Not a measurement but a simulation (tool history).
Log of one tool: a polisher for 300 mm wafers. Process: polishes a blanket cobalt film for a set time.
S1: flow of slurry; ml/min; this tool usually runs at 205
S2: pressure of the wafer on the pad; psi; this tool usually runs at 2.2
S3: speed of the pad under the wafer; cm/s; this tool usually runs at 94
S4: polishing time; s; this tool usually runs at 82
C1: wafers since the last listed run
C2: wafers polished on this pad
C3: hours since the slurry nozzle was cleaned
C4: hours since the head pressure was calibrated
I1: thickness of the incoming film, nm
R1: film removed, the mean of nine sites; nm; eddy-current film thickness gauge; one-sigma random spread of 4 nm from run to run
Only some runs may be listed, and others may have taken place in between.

run 1 hour=0.0 | S1=205 S2=2.2 S3=94 S4=82 | C1=0 C2=623 C3=80.2 C4=507.8 | I1=1585.4 | R1=405.0
run 2 hour=8.5 | S1=205 S2=2.2 S3=94 S4=82 | C1=97 C2=721 C3=88.7 C4=516.3 | I1=1602.2 | R1=404.6
run 3 hour=19.5 | S1=205 S2=2.2 S3=94 S4=82 | C1=126 C2=847 C3=99.7 C4=527.3 | I1=1589.3 | R1=400.6
run 4 hour=29.3 | S1=205 S2=2.2 S3=94 S4=82 | C1=112 C2=960 C3=109.5 C4=537.1 | I1=1583.3 | R1=397.9
run 5 hour=35.5 | S1=205 S2=2.2 S3=94 S4=82 | C1=71 C2=1031 C3=115.7 C4=543.3 | I1=1599.3 | R1=397.6
run 6 hour=46.9 | S1=205 S2=2.5 S3=94 S4=82 | C1=131 C2=1162 C3=127.1 C4=554.7 | I1=1575.3 | R1=441.1
run 7 hour=62.9 | S1=205 S2=2.5 S3=94 S4=82 | C1=183 C2=1346 C3=143.1 C4=570.7 | I1=1595.3 | R1=438.5
-- hour=68.6 worn pad replaced by a new one
run 8 hour=75.4 | S1=205 S2=2.2 S3=94 S4=82 | C1=97 C2=78 C3=155.6 C4=583.2 | I1=1622.8 | R1=427.7
run 9 hour=85.8 | S1=205 S2=2.2 S3=94 S4=82 | C1=119 C2=198 C3=166.0 C4=593.6 | I1=1589.7 | R1=415.3
run 10 hour=94.4 | S1=205 S2=2.2 S3=94 S4=82 | C1=98 C2=297 C3=174.6 C4=602.2 | I1=1581.4 | R1=418.2
run 11 hour=103.6 | S1=205 S2=2.2 S3=94 S4=82 | C1=105 C2=402 C3=183.8 C4=611.4 | I1=1600.1 | R1=413.7
run 12 hour=120.1 | S1=205 S2=2.2 S3=94 S4=82 | C1=189 C2=592 C3=200.3 C4=627.9 | I1=1602.9 | R1=404.1
-- hour=130.6 slurry nozzle cleaned
run 13 hour=133.5 | S1=205 S2=2.2 S3=94 S4=82 | C1=142 C2=735 C3=2.9 C4=641.3 | I1=1587.8 | R1=399.9
run 14 hour=139.7 | S1=205 S2=2.2 S3=94 S4=82 | C1=71 C2=806 C3=9.1 C4=647.5 | I1=1600.3 | R1=401.0
run 15 hour=155.4 | S1=205 S2=2.2 S3=94 S4=82 | C1=180 C2=986 C3=24.8 C4=663.2 | I1=1584.2 | R1=394.0
run 16 hour=165.6 | S1=235 S2=1.9 S3=106 S4=100 | C1=117 C2=1104 C3=35.0 C4=673.4 | I1=1617.5 | R1=486.5
run 17 hour=178.3 | S1=205 S2=2.2 S3=112 S4=66 | C1=145 C2=1250 C3=47.7 C4=686.1 | I1=1621.9 | R1=379.9
run 18 hour=185.3 | S1=235 S2=2.2 S3=94 S4=82 | C1=80 C2=1330 C3=54.7 C4=693.1 | I1=1597.9 | R1=404.9
-- hour=188.9 head pressure recalibrated
-- hour=190.9 worn pad replaced by a new one
run 19 hour=202.4 | S1=205 S2=2.9 S3=94 S4=82 | C1=150 C2=132 C3=71.8 C4=13.5 | I1=1591.0 | R1=546.0
run 20 hour=219.9 | S1=175 S2=2.6 S3=94 S4=82 | C1=201 C2=333 C3=89.3 C4=31.0 | I1=1603.7 | R1=461.4
run 21 hour=235.2 | S1=205 S2=2.4 S3=94 S4=82 | C1=175 C2=509 C3=104.6 C4=46.3 | I1=1588.0 | R1=440.1
run 22 hour=244.9 | S1=205 S2=2.2 S3=94 S4=82 | C1=111 C2=620 C3=114.3 C4=56.0 | I1=1568.9 | R1=404.4
run 23 hour=256.0 | S1=225 S2=2.5 S3=94 S4=82 | C1=127 C2=748 C3=125.4 C4=67.1 | I1=1571.9 | R1=446.3
run 24 hour=266.5 | S1=140 S2=2.2 S3=74 S4=82 | C1=120 C2=869 C3=135.9 C4=77.6 | I1=1576.5 | R1=293.8
run 25 hour=277.3 | S1=180 S2=1.7 S3=94 S4=82 | C1=124 C2=993 C3=146.7 C4=88.4 | I1=1594.3 | R1=317.1
run 26 hour=288.0 | S1=205 S2=2.2 S3=94 S4=82 | C1=123 C2=1116 C3=157.4 C4=99.1 | I1=1602.8 | R1=396.8
run 27 hour=295.6 | S1=205 S2=2.2 S3=94 S4=65 | C1=87 C2=1203 C3=165.0 C4=106.7 | I1=1568.6 | R1=317.0
-- hour=311.8 worn pad replaced by a new one
run 28 hour=345.1 | S1=205 S2=2.2 S3=74 S4=54 | C1=523 C2=383 C3=214.5 C4=156.2 | I1=1607.2 | R1=212.3
run 29 hour=353.8 | S1=205 S2=2.2 S3=94 S4=56 | C1=100 C2=483 C3=223.2 C4=164.9 | I1=1567.8 | R1=275.5
run 30 hour=359.8 | S1=205 S2=2.2 S3=62 S4=82 | C1=68 C2=552 C3=229.2 C4=170.9 | I1=1583.0 | R1=265.2
run 31 hour=370.2 | S1=205 S2=2.2 S3=94 S4=82 | C1=119 C2=671 C3=239.6 C4=181.3 | I1=1604.2 | R1=399.3

Below are 5 alternative next runs, each starting from the tool's condition after run 31. Predict each:
run A hour=370.6 | S1=205 S2=2.2 S3=94 S4=82 | C1=4 C2=676 C3=240.0 C4=181.7 | I1=1584.9 | R1=?
run B hour=370.6 | S1=205 S2=2.2 S3=66 S4=82 | C1=4 C2=676 C3=240.0 C4=181.7 | I1=1584.9 | R1=?
run C hour=370.6 | S1=225 S2=1.4 S3=70 S4=64 | C1=4 C2=676 C3=240.0 C4=181.7 | I1=1584.9 | R1=?
run D hour=370.6 | S1=155 S2=2.6 S3=78 S4=111 | C1=4 C2=676 C3=240.0 C4=181.7 | I1=1584.9 | R1=?
run E hour=370.6 | S1=225 S2=2.2 S3=94 S4=82 | C1=4 C2=676 C3=240.0 C4=181.7 | I1=1584.9 | R1=?

run=A R1=400.5
run=B R1=281.2
run=C R1=162.5
run=D R1=499.3
run=E R1=405.0
What these runs would have given with no unlogged condition in the tool:
run=A R1=435.7
run=B R1=305.9
run=C R1=176.8
run=D R1=543.2
run=E R1=440.5

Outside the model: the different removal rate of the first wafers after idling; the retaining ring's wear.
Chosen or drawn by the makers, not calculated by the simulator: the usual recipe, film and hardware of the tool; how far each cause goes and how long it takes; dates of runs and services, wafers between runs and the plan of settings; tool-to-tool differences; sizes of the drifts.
